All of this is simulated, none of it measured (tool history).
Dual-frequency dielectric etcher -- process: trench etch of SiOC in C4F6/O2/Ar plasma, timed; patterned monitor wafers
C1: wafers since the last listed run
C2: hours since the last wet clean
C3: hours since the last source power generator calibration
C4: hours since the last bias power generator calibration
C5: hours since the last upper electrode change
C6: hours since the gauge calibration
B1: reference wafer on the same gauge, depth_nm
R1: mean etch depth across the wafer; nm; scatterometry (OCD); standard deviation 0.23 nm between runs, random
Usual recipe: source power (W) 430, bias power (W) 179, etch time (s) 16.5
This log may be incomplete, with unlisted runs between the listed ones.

{"run": 1, "day": 0.0, "source power (W)": 430, "bias power (W)": 179, "etch time (s)": 16.5, "C1": 0, "C2": 430.6, "C3": 3014.2, "C4": 668.5, "C5": 3814.4, "C6": 1126.3, "B1": 32.37, "R1": 34.3}
{"run": 2, "day": 3.162, "source power (W)": 430, "bias power (W)": 179, "etch time (s)": 16.5, "C1": 966, "C2": 506.5, "C3": 3090.1, "C4": 744.4, "C5": 3890.3, "C6": 1202.2, "B1": 32.43, "R1": 34.31}
{"day": 7.975, "done": "wet clean of the chamber"}
{"run": 3, "day": 7.996, "source power (W)": 430, "bias power (W)": 179, "etch time (s)": 16.5, "C1": 1171, "C2": 0.5, "C3": 3206.1, "C4": 860.4, "C5": 4006.3, "C6": 1318.2, "B1": 32.38, "R1": 34.27}
{"run": 4, "day": 11.833, "source power (W)": 430, "bias power (W)": 179, "etch time (s)": 16.5, "C1": 1172, "C2": 92.6, "C3": 3298.2, "C4": 952.5, "C5": 4098.4, "C6": 1410.3, "B1": 32.42, "R1": 34.18}
{"run": 5, "day": 14.538, "source power (W)": 430, "bias power (W)": 179, "etch time (s)": 16.5, "C1": 826, "C2": 157.5, "C3": 3363.1, "C4": 1017.4, "C5": 4163.3, "C6": 1475.2, "B1": 32.39, "R1": 34.4}
{"run": 6, "day": 18.262, "source power (W)": 430, "bias power (W)": 179, "etch time (s)": 16.5, "C1": 1138, "C2": 246.9, "C3": 3452.5, "C4": 1106.8, "C5": 4252.7, "C6": 1564.6, "B1": 32.43, "R1": 34.26}
{"run": 7, "day": 21.025, "source power (W)": 430, "bias power (W)": 179, "etch time (s)": 16.5, "C1": 844, "C2": 313.2, "C3": 3518.8, "C4": 1173.1, "C5": 4319.0, "C6": 1630.9, "B1": 32.43, "R1": 34.83}
{"day": 22.604, "done": "source power generator calibrated"}
{"run": 8, "day": 23.629, "source power (W)": 430, "bias power (W)": 179, "etch time (s)": 16.5, "C1": 744, "C2": 375.7, "C3": 24.6, "C4": 1235.6, "C5": 4381.5, "C6": 1693.4, "B1": 32.42, "R1": 34.7}
{"day": 27.554, "done": "wet clean of the chamber"}
{"run": 9, "day": 27.575, "source power (W)": 430, "bias power (W)": 179, "etch time (s)": 16.5, "C1": 900, "C2": 0.5, "C3": 119.3, "C4": 1330.3, "C5": 4476.2, "C6": 1788.1, "B1": 32.37, "R1": 34.43}
{"run": 10, "day": 28.683, "source power (W)": 430, "bias power (W)": 179, "etch time (s)": 16.5, "C1": 338, "C2": 27.1, "C3": 145.9, "C4": 1356.9, "C5": 4502.8, "C6": 1814.7, "B1": 32.41, "R1": 34.41}
{"run": 11, "day": 30.629, "source power (W)": 430, "bias power (W)": 179, "etch time (s)": 16.5, "C1": 594, "C2": 73.8, "C3": 192.6, "C4": 1403.6, "C5": 4549.5, "C6": 1861.4, "B1": 32.44, "R1": 34.44}
{"day": 32.621, "done": "gauge calibrated"}
{"day": 33.133, "done": "bias power generator calibrated"}
{"run": 12, "day": 34.508, "source power (W)": 430, "bias power (W)": 179, "etch time (s)": 16.5, "C1": 1134, "C2": 166.9, "C3": 285.7, "C4": 33.0, "C5": 4642.6, "C6": 45.3, "B1": 32.41, "R1": 33.24}
{"run": 13, "day": 36.483, "source power (W)": 430, "bias power (W)": 135, "etch time (s)": 16.5, "C1": 603, "C2": 214.3, "C3": 333.1, "C4": 80.4, "C5": 4690.0, "C6": 92.7, "B1": 32.39, "R1": 29.06}
{"day": 38.567, "done": "upper electrode replaced"}
{"run": 14, "day": 39.996, "source power (W)": 430, "bias power (W)": 216, "etch time (s)": 13.5, "C1": 767, "C2": 298.6, "C3": 417.4, "C4": 164.7, "C5": 34.3, "C6": 177.0, "B1": 32.4, "R1": 30.47}
{"run": 15, "day": 41.708, "source power (W)": 430, "bias power (W)": 179, "etch time (s)": 16.5, "C1": 523, "C2": 339.7, "C3": 458.5, "C4": 205.8, "C5": 75.4, "C6": 218.1, "B1": 32.39, "R1": 33.35}
{"run": 16, "day": 43.579, "source power (W)": 430, "bias power (W)": 197, "etch time (s)": 16.5, "C1": 571, "C2": 384.6, "C3": 503.4, "C4": 250.7, "C5": 120.3, "C6": 263.0, "B1": 32.4, "R1": 35.4}
{"day": 47.721, "done": "wet clean of the chamber"}
{"run": 17, "day": 47.742, "source power (W)": 430, "bias power (W)": 135, "etch time (s)": 16.5, "C1": 966, "C2": 0.5, "C3": 603.3, "C4": 350.6, "C5": 220.2, "C6": 362.9, "B1": 32.41, "R1": 29.38}
{"run": 18, "day": 48.983, "source power (W)": 510, "bias power (W)": 160, "etch time (s)": 13.0, "C1": 379, "C2": 30.3, "C3": 633.1, "C4": 380.4, "C5": 250.0, "C6": 392.7, "B1": 32.39, "R1": 26.55}
{"run": 19, "day": 52.562, "source power (W)": 380, "bias power (W)": 200, "etch time (s)": 14.5, "C1": 1093, "C2": 116.2, "C3": 719.0, "C4": 466.3, "C5": 335.9, "C6": 478.6, "B1": 32.38, "R1": 30.44}

Run 20 has not been measured yet. What should we expect?
{"run": 20, "day": 54.933, "source power (W)": 430, "bias power (W)": 179, "etch time (s)": 20.5, "C1": 724, "C2": 173.1, "C3": 775.9, "C4": 523.2, "C5": 392.8, "C6": 535.5, "B1": "?", "R1": "?"}

{"run 20": {"B1": 32.39, "R1": 42.08}}
If the tool had no hidden condition, the same run with the same run-to-run variation would have returned R1 41.86 nm.

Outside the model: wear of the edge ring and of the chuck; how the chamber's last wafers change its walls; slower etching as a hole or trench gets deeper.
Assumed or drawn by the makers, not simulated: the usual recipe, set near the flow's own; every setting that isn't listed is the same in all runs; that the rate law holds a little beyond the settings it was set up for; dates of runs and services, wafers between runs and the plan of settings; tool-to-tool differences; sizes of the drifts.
